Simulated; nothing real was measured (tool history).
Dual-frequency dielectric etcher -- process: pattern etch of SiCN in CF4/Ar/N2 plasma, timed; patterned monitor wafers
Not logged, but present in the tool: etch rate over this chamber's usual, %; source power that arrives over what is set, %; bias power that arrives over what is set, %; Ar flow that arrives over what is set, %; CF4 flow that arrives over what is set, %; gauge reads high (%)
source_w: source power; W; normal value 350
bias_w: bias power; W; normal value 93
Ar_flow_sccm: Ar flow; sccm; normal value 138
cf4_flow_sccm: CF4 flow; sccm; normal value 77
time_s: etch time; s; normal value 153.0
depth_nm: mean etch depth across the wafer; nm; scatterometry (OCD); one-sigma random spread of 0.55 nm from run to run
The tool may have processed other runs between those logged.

run,hour,source_w,bias_w,Ar_flow_sccm,cf4_flow_sccm,time_s,wafers since the last listed run,hours since the last wet clean,hours since the last source power generator calibration,hours since the last bias power generator calibration,hours since the last Ar flow controller change,hours since the last CF4 flow controller change,hours since the last upper electrode change,hours since the gauge calibration,"read-back reference wafer on the same gauge, depth_nm",depth_nm
1,0.0,310,93,138,77,153.0,0,387.3,1663.2,64.8,5908.9,2998.9,2020.4,586.3,114.0,101.5
2,18.1,310,93,138,77,153.0,101,405.4,1681.3,82.9,5927.0,3017.0,2038.5,604.4,114.0,102.1
3,35.2,350,93,138,77,153.0,95,422.5,1698.4,100.0,5944.1,3034.1,2055.6,621.5,114.1,112.0
4,56.9,350,93,138,77,153.0,121,444.2,1720.1,121.7,5965.8,3055.8,2077.3,643.2,114.0,111.8
5,74.3,350,93,138,77,153.0,97,461.6,1737.5,139.1,5983.2,3073.2,2094.7,660.6,114.0,111.2
6,98.1,350,106,154,77,153.0,133,485.4,1761.3,162.9,6007.0,3097.0,2118.5,684.4,114.0,118.0
# hour 104.6: gauge calibrated
7,128.8,350,93,138,69,153.0,172,516.1,1792.0,193.6,6037.7,3127.7,2149.2,24.2,114.0,109.8
8,142.0,310,78,138,77,153.0,73,529.3,1805.2,206.8,6050.9,3140.9,2162.4,37.4,114.1,94.5
# hour 187.9: wet clean of the chamber
# hour 189.9: upper electrode replaced
9,190.4,350,93,138,77,153.0,125,2.5,1853.6,255.2,6099.3,3189.3,0.5,85.8,114.0,105.8
# hour 199.2: source power generator calibrated
# hour 209.7: Ar flow controller replaced
10,210.2,310,78,138,77,153.0,54,22.3,11.0,275.0,0.5,3209.1,20.3,105.6,114.1,89.8
11,232.3,350,102,138,95,168.5,123,44.4,33.1,297.1,22.6,3231.2,42.4,127.7,113.9,127.4
# hour 241.6: CF4 flow controller replaced
12,252.0,350,93,159,77,153.0,76,64.1,52.8,316.8,42.3,10.4,62.1,147.4,114.1,104.4
13,271.9,350,93,161,77,170.0,111,84.0,72.7,336.7,62.2,30.3,82.0,167.3,114.0,116.1
14,290.2,350,114,138,67,132.5,102,102.3,91.0,355.0,80.5,48.6,100.3,185.6,114.1,101.2
15,312.0,270,80,147,77,180.0,122,124.1,112.8,376.8,102.3,70.4,122.1,207.4,113.9,96.4
16,329.2,400,80,138,83,176.5,96,141.3,130.0,394.0,119.5,87.6,139.3,224.6,114.1,128.4
17,353.9,330,85,138,60,136.5,138,166.0,154.7,418.7,144.2,112.3,164.0,249.3,114.1,83.8
18,374.8,350,93,138,77,153.0,117,186.9,175.6,439.6,165.1,133.2,184.9,270.2,114.0,108.9
19,402.3,350,81,108,86,138.5,154,214.4,203.1,467.1,192.6,160.7,212.4,297.7,113.9,98.9
20,417.6,380,93,138,65,153.0,85,229.7,218.4,482.4,207.9,176.0,227.7,313.0,114.0,111.0

Alternative continuations, all from the tool just after run 20; predict every row:
A,418.1,350,93,138,93,153.0,2,230.2,218.9,482.9,208.4,176.5,228.2,313.5,?,?
B,418.1,330,114,164,77,114.0,2,230.2,218.9,482.9,208.4,176.5,228.2,313.5,?,?
C,418.1,350,77,138,85,117.5,2,230.2,218.9,482.9,208.4,176.5,228.2,313.5,?,?
D,418.1,350,93,148,77,196.5,2,230.2,218.9,482.9,208.4,176.5,228.2,313.5,?,?
E,418.1,310,79,138,77,153.0,2,230.2,218.9,482.9,208.4,176.5,228.2,313.5,?,?

run,"read-back reference wafer on the same gauge, depth_nm",depth_nm
A,114.1,112.7
B,114.1,84.1
C,114.1,77.5
D,114.1,138.5
E,114.1,92.2
Take away the tool's hidden state, keep each run's random variation, and the runs would have read:
run,depth_nm
A,109.8
B,81.9
C,75.5
D,134.9
E,89.8

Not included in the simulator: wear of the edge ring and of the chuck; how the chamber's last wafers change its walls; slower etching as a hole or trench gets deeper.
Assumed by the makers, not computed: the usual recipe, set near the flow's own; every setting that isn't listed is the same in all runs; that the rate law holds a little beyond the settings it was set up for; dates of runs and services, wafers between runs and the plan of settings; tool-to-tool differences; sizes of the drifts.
